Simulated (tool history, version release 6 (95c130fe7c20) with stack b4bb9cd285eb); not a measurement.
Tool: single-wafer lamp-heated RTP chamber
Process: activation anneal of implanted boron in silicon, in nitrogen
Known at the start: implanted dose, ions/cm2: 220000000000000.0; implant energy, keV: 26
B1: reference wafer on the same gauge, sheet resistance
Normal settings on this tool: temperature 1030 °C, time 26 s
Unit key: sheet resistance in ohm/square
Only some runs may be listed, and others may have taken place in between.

run 1 hour=0 | temperature=1030 time=26 | B1=390.58 | sheet_resistance=386.85
run 2 hour=99.5 | temperature=1051 time=26 | B1=390.57 | sheet_resistance=388.04
run 3 hour=186.6 | temperature=1051 time=26 | B1=390.79 | sheet_resistance=388.1
run 4 hour=252.7 | temperature=1030 time=33 | B1=390.98 | sheet_resistance=387.74
run 5 hour=313.6 | temperature=1030 time=33 | B1=391.09 | sheet_resistance=387.7
-- hour=388 pyrometer window cleaned and pyrometer calibrated
run 6 hour=388.5 | temperature=1030 time=26 | B1=391.31 | sheet_resistance=388.87
run 7 hour=427 | temperature=1030 time=26 | B1=391.43 | sheet_resistance=389.08
run 8 hour=526.1 | temperature=1030 time=26 | B1=391.41 | sheet_resistance=388.65
-- hour=546.1 reflector plate cleaned
run 9 hour=567.5 | temperature=1044 time=26 | B1=391.64 | sheet_resistance=388.84
run 10 hour=604.8 | temperature=1044 time=26 | B1=391.69 | sheet_resistance=388.52
run 11 hour=645 | temperature=1030 time=26 | B1=391.71 | sheet_resistance=389.95
run 12 hour=712.3 | temperature=1030 time=26 | B1=391.89 | sheet_resistance=390.03
run 13 hour=787.2 | temperature=1030 time=26 | B1=392 | sheet_resistance=390.21
-- hour=872.8 pyrometer window cleaned and pyrometer calibrated
run 14 hour=873.3 | temperature=1030 time=26 | B1=392.48 | sheet_resistance=390.05
run 15 hour=974.4 | temperature=1030 time=26 | B1=392.68 | sheet_resistance=389.9
run 16 hour=1071.9 | temperature=1030 time=26 | B1=393.2 | sheet_resistance=389.59
run 17 hour=1115.9 | temperature=1050 time=26 | B1=393.06 | sheet_resistance=390.5
-- hour=1437.1 pyrometer window cleaned and pyrometer calibrated
run 18 hour=1437.6 | temperature=1018 time=19 | B1=394.11 | sheet_resistance=391.85
run 19 hour=1489.7 | temperature=1056 time=12 | B1=394.38 | sheet_resistance=392.77
-- hour=1531.6 reflector plate cleaned
run 20 hour=1532.1 | temperature=1030 time=26 | B1=394.73 | sheet_resistance=391.66
run 21 hour=1617.3 | temperature=1030 time=26 | B1=395.19 | sheet_resistance=393.41
run 22 hour=1714.4 | temperature=1009 time=16 | B1=395.48 | sheet_resistance=395.69
run 23 hour=1815 | temperature=1030 time=10 | B1=395.94 | sheet_resistance=393.69
run 24 hour=1879.6 | temperature=1030 time=26 | B1=396.44 | sheet_resistance=393.25
-- hour=1915.4 pyrometer window cleaned and pyrometer calibrated
run 25 hour=1978.2 | temperature=1030 time=26 | B1=396.74 | sheet_resistance=393.98
-- hour=2030.9 gauge calibrated
run 26 hour=2166.6 | temperature=1005 time=26 | B1=389.12 | sheet_resistance=390.03
run 27 hour=2221.5 | temperature=1007 time=36 | B1=389.1 | sheet_resistance=388.41
run 28 hour=2299.2 | temperature=1017 time=38 | B1=389.29 | sheet_resistance=386.13
run 29 hour=2387.9 | temperature=1040 time=15 | B1=389.25 | sheet_resistance=387.86
run 30 hour=2425.4 | temperature=1004 time=13 | B1=389.47 | sheet_resistance=392.22
-- hour=2443.2 pyrometer window cleaned and pyrometer calibrated
run 31 hour=2473.6 | temperature=1009 time=18 | B1=389.45 | sheet_resistance=389.71
run 32 hour=2553.2 | temperature=1039 time=36 | B1=389.48 | sheet_resistance=385.97
-- hour=2592 reflector plate cleaned
run 33 hour=2659.3 | temperature=1019 time=39 | B1=389.44 | sheet_resistance=386.05
run 34 hour=2729.5 | temperature=1003 time=36 | B1=389.66 | sheet_resistance=390.31

Below are 5 alternative next runs, each starting from the tool's condition after run 34. Predict each:
run A hour=2729.9 | temperature=1030 time=26 | B1=? | sheet_resistance=?
run B hour=2729.9 | temperature=1030 time=12 | B1=? | sheet_resistance=?
run C hour=2729.9 | temperature=1021 time=19 | B1=? | sheet_resistance=?
run D hour=2729.9 | temperature=1015 time=14 | B1=? | sheet_resistance=?
run E hour=2729.9 | temperature=1030 time=36 | B1=? | sheet_resistance=?

run=A B1=389.71 sheet_resistance=387.04
run=B B1=389.71 sheet_resistance=388.21
run=C B1=389.71 sheet_resistance=388.15
run=D B1=389.71 sheet_resistance=389.38
run=E B1=389.71 sheet_resistance=386.43
What these runs would have given with no unlogged condition in the tool:
run=A sheet_resistance=387.39
run=B sheet_resistance=388.56
run=C sheet_resistance=388.5
run=D sheet_resistance=389.74
run=E sheet_resistance=386.78

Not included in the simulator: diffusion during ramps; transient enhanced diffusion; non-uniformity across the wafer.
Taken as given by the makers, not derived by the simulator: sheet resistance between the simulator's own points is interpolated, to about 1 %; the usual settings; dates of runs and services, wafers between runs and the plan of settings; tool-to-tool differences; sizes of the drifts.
